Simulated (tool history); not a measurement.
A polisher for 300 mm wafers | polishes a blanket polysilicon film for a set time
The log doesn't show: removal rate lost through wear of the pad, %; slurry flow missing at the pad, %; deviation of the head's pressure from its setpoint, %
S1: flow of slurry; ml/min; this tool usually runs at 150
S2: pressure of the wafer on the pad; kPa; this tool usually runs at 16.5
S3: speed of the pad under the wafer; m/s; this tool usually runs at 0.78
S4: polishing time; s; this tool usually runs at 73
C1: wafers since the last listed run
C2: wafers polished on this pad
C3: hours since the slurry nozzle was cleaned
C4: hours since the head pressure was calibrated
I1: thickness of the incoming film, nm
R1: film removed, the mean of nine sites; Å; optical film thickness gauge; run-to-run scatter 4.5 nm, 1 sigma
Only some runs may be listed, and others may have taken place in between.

| run | hour | S1 | S2 | S3 | S4 | C1 | C2 | C3 | C4 | I1 | R1 |
|---|---|---|---|---|---|---|---|---|---|---|---|
| 1 | 0 | 150 | 16.5 | 0.72 | 73 | 0 | 617 | 67.5 | 1066.3 | 1703.2 | 3326 |
| 2 | 11 | 150 | 16.5 | 0.72 | 73 | 155 | 772 | 78.5 | 1077.3 | 1705.7 | 3259 |
| 3 | 58.8 | 150 | 16.5 | 0.78 | 73 | 674 | 1447 | 126.3 | 1125.1 | 1703.8 | 3416 |
| 4 | 67.2 | 150 | 16.5 | 0.78 | 73 | 118 | 1566 | 134.7 | 1133.5 | 1712.9 | 3387 |
| 5 | 76.7 | 150 | 16.5 | 0.78 | 73 | 134 | 1700 | 144.2 | 1143 | 1712.8 | 3456 |
| 6 | 83 | 150 | 16.5 | 0.78 | 73 | 88 | 1789 | 150.5 | 1149.3 | 1699.6 | 3428 |
|  | 92.1 | worn pad replaced by a new one |
| 7 | 93.3 | 150 | 16.5 | 0.78 | 73 | 88 | 16 | 160.8 | 1159.6 | 1721.4 | 3464 |
| 8 | 105.2 | 150 | 16.5 | 0.78 | 73 | 167 | 184 | 172.7 | 1171.5 | 1722.7 | 3438 |
| 9 | 120 | 150 | 16.5 | 0.78 | 73 | 208 | 393 | 187.5 | 1186.3 | 1727.3 | 3424 |
| 10 | 128.7 | 150 | 16.5 | 0.78 | 73 | 122 | 516 | 196.2 | 1195 | 1736.2 | 3428 |
| 11 | 142.3 | 150 | 16.5 | 0.78 | 73 | 191 | 708 | 209.8 | 1208.6 | 1720.5 | 3471 |
| 12 | 156.5 | 130 | 16.5 | 0.78 | 73 | 200 | 908 | 224 | 1222.8 | 1726.1 | 3405 |
| 13 | 165.2 | 150 | 16.5 | 0.78 | 73 | 122 | 1031 | 232.7 | 1231.5 | 1707.7 | 3422 |
| 14 | 182.4 | 150 | 16.5 | 0.78 | 73 | 242 | 1274 | 249.9 | 1248.7 | 1697 | 3454 |
| 15 | 195.3 | 150 | 16.5 | 0.78 | 73 | 182 | 1456 | 262.8 | 1261.6 | 1730.8 | 3467 |
|  | 206.8 | head pressure recalibrated |
| 16 | 211.6 | 150 | 15.2 | 0.78 | 73 | 201 | 1658 | 279.1 | 4.8 | 1713.9 | 3188 |
|  | 222.4 | worn pad replaced by a new one |
| 17 | 226 | 150 | 21.4 | 0.78 | 73 | 146 | 50 | 293.5 | 19.2 | 1735.2 | 4533 |
| 18 | 235.5 | 150 | 16.5 | 0.78 | 73 | 134 | 184 | 303 | 28.7 | 1728.1 | 3432 |
| 19 | 250.5 | 135 | 16.5 | 0.78 | 73 | 211 | 396 | 318 | 43.7 | 1704 | 3286 |
| 20 | 257.3 | 185 | 18.6 | 0.78 | 73 | 95 | 492 | 324.8 | 50.5 | 1727.7 | 4063 |
|  | 267.8 | slurry nozzle cleaned |
| 21 | 268.2 | 150 | 16.5 | 0.78 | 73 | 139 | 632 | 0.4 | 61.4 | 1682.1 | 3386 |
| 22 | 282.8 | 150 | 20.7 | 0.78 | 73 | 206 | 838 | 15 | 76 | 1709.9 | 4382 |
| 23 | 294.4 | 150 | 16.5 | 0.78 | 73 | 163 | 1001 | 26.6 | 87.6 | 1686.7 | 3484 |
| 24 | 328.9 | 135 | 16.5 | 0.78 | 73 | 486 | 1488 | 61.1 | 122.1 | 1704.6 | 3366 |
| 25 | 336.1 | 150 | 16.5 | 0.78 | 73 | 101 | 1590 | 68.3 | 129.3 | 1690 | 3498 |
| 26 | 347.3 | 150 | 15.2 | 0.78 | 73 | 158 | 1748 | 79.5 | 140.5 | 1673.4 | 3194 |
|  | 365.3 | worn pad replaced by a new one |
| 27 | 365.8 | 150 | 16.5 | 0.78 | 73 | 204 | 6 | 98 | 159 | 1690.4 | 3470 |
| 28 | 375.5 | 150 | 16.5 | 0.6 | 73 | 136 | 143 | 107.7 | 168.7 | 1689.3 | 2864 |
| 29 | 389.7 | 150 | 20 | 0.52 | 84 | 200 | 344 | 121.9 | 182.9 | 1742.4 | 3660 |
| 30 | 401 | 105 | 16.5 | 0.96 | 73 | 159 | 503 | 133.2 | 194.2 | 1695.6 | 3750 |
| 31 | 410.8 | 190 | 11.7 | 0.78 | 98 | 138 | 641 | 143 | 204 | 1696.6 | 3360 |
| 32 | 425 | 150 | 16.5 | 0.78 | 73 | 200 | 842 | 157.2 | 218.2 | 1675.1 | 3391 |
| 33 | 432.8 | 150 | 20 | 0.52 | 73 | 110 | 952 | 165 | 226 | 1736.6 | 3220 |
| 34 | 439.7 | 150 | 16.5 | 0.78 | 61 | 97 | 1049 | 171.9 | 232.9 | 1678.8 | 2966 |
| 35 | 454.5 | 150 | 16.5 | 0.58 | 73 | 208 | 1258 | 186.7 | 247.7 | 1694.5 | 2812 |
| 36 | 460.9 | 100 | 11.7 | 0.88 | 65 | 90 | 1348 | 193.1 | 254.1 | 1715.9 | 2142 |
|  | 477.1 | worn pad replaced by a new one |
| 37 | 496.1 | 110 | 16.5 | 0.58 | 83 | 440 | 268 | 228.3 | 289.3 | 1718.6 | 3018 |
| 38 | 504.9 | 150 | 16.5 | 0.78 | 59 | 124 | 392 | 237.1 | 298.1 | 1745.9 | 2729 |

Exercise: give the hidden state of the tool at every run:
removal rate lost through wear of the pad, %: 0 on each run
slurry flow missing at the pad, %: 0 on each run
deviation of the head's pressure from its setpoint, %: 0 on each run

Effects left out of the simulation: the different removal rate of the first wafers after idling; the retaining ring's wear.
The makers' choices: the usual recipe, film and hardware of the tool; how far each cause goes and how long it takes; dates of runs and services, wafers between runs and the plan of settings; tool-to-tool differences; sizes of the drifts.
